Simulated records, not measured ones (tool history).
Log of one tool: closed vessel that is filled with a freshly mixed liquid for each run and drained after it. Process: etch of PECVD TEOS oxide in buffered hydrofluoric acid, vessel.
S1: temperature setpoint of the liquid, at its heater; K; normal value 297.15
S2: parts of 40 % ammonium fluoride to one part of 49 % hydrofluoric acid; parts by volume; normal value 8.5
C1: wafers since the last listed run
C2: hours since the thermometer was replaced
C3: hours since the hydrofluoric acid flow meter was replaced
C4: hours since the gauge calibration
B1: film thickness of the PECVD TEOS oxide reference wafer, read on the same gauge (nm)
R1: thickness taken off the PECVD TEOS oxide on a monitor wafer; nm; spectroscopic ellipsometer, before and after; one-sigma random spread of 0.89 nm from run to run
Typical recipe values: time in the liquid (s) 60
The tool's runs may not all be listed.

Run 1, hour 0.0: usual settings; C1 0; C2 992.4; C3 822.3; C4 58.0; B1 110.00. Result: R1 155.22 nm.
Run 2, hour 17.1: usual settings; C1 2530; C2 1009.5; C3 839.4; C4 75.1; B1 110.02. Result: R1 156.35 nm.
Run 3, hour 24.0: usual settings; C1 1020; C2 1016.4; C3 846.3; C4 82.0; B1 109.98. Result: R1 156.19 nm.
Run 4, hour 33.2: usual settings but time in the liquid (s) 85; C1 1361; C2 1025.6; C3 855.5; C4 91.2; B1 110.01. Result: R1 220.76 nm.
Run 5, hour 41.4: usual settings but time in the liquid (s) 85; C1 1213; C2 1033.8; C3 863.7; C4 99.4; B1 109.98. Result: R1 220.52 nm.
Run 6, hour 58.7: usual settings but time in the liquid (s) 85; C1 2559; C2 1051.1; C3 881.0; C4 116.7; B1 110.00. Result: R1 221.53 nm.
Run 7, hour 65.1: usual settings but S2 10.0 parts by volume; C1 946; C2 1057.5; C3 887.4; C4 123.1; B1 109.99. Result: R1 131.33 nm.
Run 8, hour 79.5: usual settings; C1 2130; C2 1071.9; C3 901.8; C4 137.5; B1 109.98. Result: R1 156.41 nm.
Run 9, hour 89.4: usual settings; C1 1464; C2 1081.8; C3 911.7; C4 147.4; B1 110.01. Result: R1 158.00 nm.
Run 10, hour 106.7: usual settings; C1 2559; C2 1099.1; C3 929.0; C4 164.7; B1 110.04. Result: R1 156.95 nm.
At hour 145.8: thermometer replaced.
Run 11, hour 150.6: usual settings; C1 6347; C2 4.8; C3 972.9; C4 208.6; B1 110.01. Result: R1 157.36 nm.
Run 12, hour 166.5: usual settings; C1 2352; C2 20.7; C3 988.8; C4 224.5; B1 110.02. Result: R1 158.83 nm.
Run 13, hour 173.8: usual settings but S1 296.15 K; C1 1080; C2 28.0; C3 996.1; C4 231.8; B1 109.99. Result: R1 149.39 nm.
Run 14, hour 184.3: usual settings but S1 296.15 K; C1 1553; C2 38.5; C3 1006.6; C4 242.3; B1 110.02. Result: R1 150.19 nm.
Run 15, hour 199.2: usual settings but S1 300.15 K, S2 7.0 parts by volume; C1 2204; C2 53.4; C3 1021.5; C4 257.2; B1 109.99. Result: R1 224.70 nm.
Run 16, hour 212.0: usual settings but S1 299.65 K, S2 10.5 parts by volume; C1 1893; C2 66.2; C3 1034.3; C4 270.0; B1 110.02. Result: R1 146.35 nm.
Run 17, hour 219.3: usual settings but S1 301.65 K, S2 10.5 parts by volume, time in the liquid (s) 40; C1 1080; C2 73.5; C3 1041.6; C4 277.3; B1 109.98. Result: R1 108.52 nm.
Run 18, hour 229.8: usual settings; C1 1553; C2 84.0; C3 1052.1; C4 287.8; B1 109.98. Result: R1 159.32 nm.
Run 19, hour 236.2: usual settings; C1 946; C2 90.4; C3 1058.5; C4 294.2; B1 109.97. Result: R1 159.08 nm.
Run 20, hour 249.2: usual settings but S1 292.15 K, S2 10.5 parts by volume, time in the liquid (s) 75; C1 1923; C2 103.4; C3 1071.5; C4 307.2; B1 110.00. Result: R1 120.47 nm.
Run 21, hour 259.9: usual settings but S1 295.15 K; C1 1583; C2 114.1; C3 1082.2; C4 317.9; B1 110.02. Result: R1 142.52 nm.
Run 22, hour 274.1: usual settings but S1 294.65 K, S2 7.5 parts by volume, time in the liquid (s) 30; C1 2101; C2 128.3; C3 1096.4; C4 332.1; B1 109.97. Result: R1 79.37 nm.
At hour 278.5: hydrofluoric acid flow meter replaced.
Run 23, hour 289.4: usual settings but S1 295.15 K, S2 9.5 parts by volume; C1 2115; C2 143.6; C3 10.9; C4 347.4; B1 110.01. Result: R1 113.68 nm.
At hour 298.8: gauge calibrated.
Run 24, hour 304.4: usual settings; C1 2219; C2 158.6; C3 25.9; C4 5.6; B1 110.02. Result: R1 141.25 nm.
Run 25, hour 321.2: usual settings; C1 2485; C2 175.4; C3 42.7; C4 22.4; B1 110.01. Result: R1 142.86 nm.
Run 26, hour 336.8: usual settings; C1 2308; C2 191.0; C3 58.3; C4 38.0; B1 109.99. Result: R1 141.80 nm.
Run 27, hour 382.1: usual settings; C1 6702; C2 236.3; C3 103.6; C4 83.3; B1 109.98. Result: R1 140.84 nm.
Run 28, hour 388.5: usual settings but S1 299.15 K; C1 946; C2 242.7; C3 110.0; C4 89.7; B1 109.98. Result: R1 158.12 nm.
Run 29, hour 402.2: usual settings but time in the liquid (s) 30; C1 2027; C2 256.4; C3 123.7; C4 103.4; B1 109.98. Result: R1 71.10 nm.

Take each entry between the runs: how does the hidden state at the last listed run before it differ from the hidden state at the first listed run after it?
From run 10 to run 11: thermometer replaced (hour 145.8)
  hydrofluoric acid flow above the setpoint (%): 11.7 -> 12.2
  difference, measured minus the result without the unlogged condition, R1: +17.75 -> +18.45 nm
From run 22 to run 23: hydrofluoric acid flow meter replaced (hour 278.5)
  hydrofluoric acid flow above the setpoint (%): 13.6 -> 0.479
  difference, measured minus the result without the unlogged condition, R1: +9.33 -> +0.34 nm
From run 23 to run 24: gauge calibrated (hour 298.8)
  hydrofluoric acid flow above the setpoint (%): 0.479 -> 0.646
  difference, measured minus the result without the unlogged condition, R1: +0.34 -> +0.99 nm
